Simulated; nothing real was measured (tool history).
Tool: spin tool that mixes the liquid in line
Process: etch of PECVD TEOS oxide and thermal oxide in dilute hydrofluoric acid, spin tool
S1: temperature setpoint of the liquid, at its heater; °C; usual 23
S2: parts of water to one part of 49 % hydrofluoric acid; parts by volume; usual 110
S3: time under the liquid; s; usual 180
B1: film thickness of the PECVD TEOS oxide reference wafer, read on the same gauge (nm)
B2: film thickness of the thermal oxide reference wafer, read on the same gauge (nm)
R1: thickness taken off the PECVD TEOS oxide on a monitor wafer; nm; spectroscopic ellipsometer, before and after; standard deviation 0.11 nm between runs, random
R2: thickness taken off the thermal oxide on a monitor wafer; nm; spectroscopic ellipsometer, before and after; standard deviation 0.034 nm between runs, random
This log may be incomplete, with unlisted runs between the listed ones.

| run | hour | S1 | S2 | S3 | B1 | B2 | R1 | R2 |
|---|---|---|---|---|---|---|---|---|
| 1 | 0 | 23 | 110 | 180 | 69.99 | 110.02 | 16.67 | 10.65 |
|  | 22.7 | thermometer replaced |
| 2 | 30.3 | 23 | 110 | 180 | 69.98 | 110.03 | 15.08 | 9.64 |
| 3 | 45.6 | 23 | 110 | 180 | 69.99 | 110.02 | 15.05 | 9.69 |
| 4 | 75.1 | 23 | 110 | 180 | 70 | 109.96 | 15.31 | 9.81 |
|  | 86.6 | hydrofluoric acid flow meter replaced |
| 5 | 105.8 | 20 | 110 | 180 | 70 | 110 | 11.93 | 7.72 |
| 6 | 132.7 | 20 | 110 | 180 | 70.01 | 110 | 12.15 | 7.76 |
| 7 | 161.4 | 23 | 110 | 180 | 69.98 | 110 | 13.53 | 8.72 |
| 8 | 189.6 | 20.5 | 150 | 140 | 69.99 | 110 | 6.74 | 4.37 |
| 9 | 202 | 23 | 110 | 180 | 70.02 | 110.01 | 13.75 | 8.78 |
|  | 211.1 | gauge calibrated |
| 10 | 223.8 | 27.5 | 110 | 180 | 69.98 | 110.01 | 16.61 | 10.6 |
| 11 | 248 | 25 | 140 | 180 | 70 | 109.99 | 11.33 | 7.21 |
| 12 | 265.1 | 23 | 110 | 180 | 69.99 | 110.02 | 13.84 | 8.87 |
| 13 | 299 | 23 | 110 | 180 | 70.01 | 110.01 | 13.93 | 8.92 |
| 14 | 317.3 | 21 | 110 | 110 | 69.98 | 109.99 | 7.91 | 5.08 |
| 15 | 344.5 | 23 | 80 | 180 | 70.01 | 110.03 | 19.93 | 12.86 |
| 16 | 358.3 | 23 | 80 | 255 | 70 | 110.01 | 28.02 | 18.16 |
| 17 | 380.1 | 23 | 70 | 280 | 70 | 109.98 | 36.26 | 23.25 |
| 18 | 402.3 | 19 | 110 | 180 | 70.01 | 110.03 | 12.05 | 7.78 |
| 19 | 433.2 | 23 | 160 | 180 | 70.03 | 110.03 | 9.28 | 5.93 |
| 20 | 449.9 | 23 | 110 | 180 | 69.99 | 109.97 | 14.12 | 9.17 |
| 21 | 468.6 | 25.5 | 110 | 180 | 70.02 | 109.99 | 15.78 | 10.04 |
| 22 | 488.9 | 28 | 55 | 180 | 69.99 | 109.94 | 37.07 | 24.21 |
| 23 | 538.6 | 20 | 110 | 180 | 70.01 | 110.01 | 12.92 | 8.22 |
| 24 | 562.1 | 19 | 90 | 70 | 70.01 | 110.01 | 6.01 | 3.84 |
| 25 | 594.5 | 23 | 95 | 180 | 70 | 110.01 | 17.27 | 11.05 |
| 26 | 630.2 | 21 | 60 | 180 | 69.99 | 109.98 | 26.32 | 16.95 |

What the log doesn't show, run by run:
gauge reads high (%): 0, the same for each run
H1: liquid hotter than its thermometer reads (K)
H2: hydrofluoric acid flow above the setpoint (%)
| run | H1 | H2 |
|---|---|---|
| 1 | 2.76 | 11.4 |
| 2 | 0.161 | 11.5 |
| 3 | 0.194 | 11.6 |
| 4 | 0.26 | 11.8 |
| 5 | 0.328 | 1.15 |
| 6 | 0.387 | 1.3 |
| 7 | 0.451 | 1.44 |
| 8 | 0.513 | 1.59 |
| 9 | 0.541 | 1.66 |
| 10 | 0.589 | 1.77 |
| 11 | 0.642 | 1.9 |
| 12 | 0.68 | 1.99 |
| 13 | 0.755 | 2.16 |
| 14 | 0.796 | 2.26 |
| 15 | 0.856 | 2.4 |
| 16 | 0.887 | 2.47 |
| 17 | 0.935 | 2.59 |
| 18 | 0.984 | 2.7 |
| 19 | 1.05 | 2.86 |
| 20 | 1.09 | 2.95 |
| 21 | 1.13 | 3.05 |
| 22 | 1.18 | 3.16 |
| 23 | 1.29 | 3.42 |
| 24 | 1.34 | 3.54 |
| 25 | 1.41 | 3.71 |
| 26 | 1.49 | 3.89 |
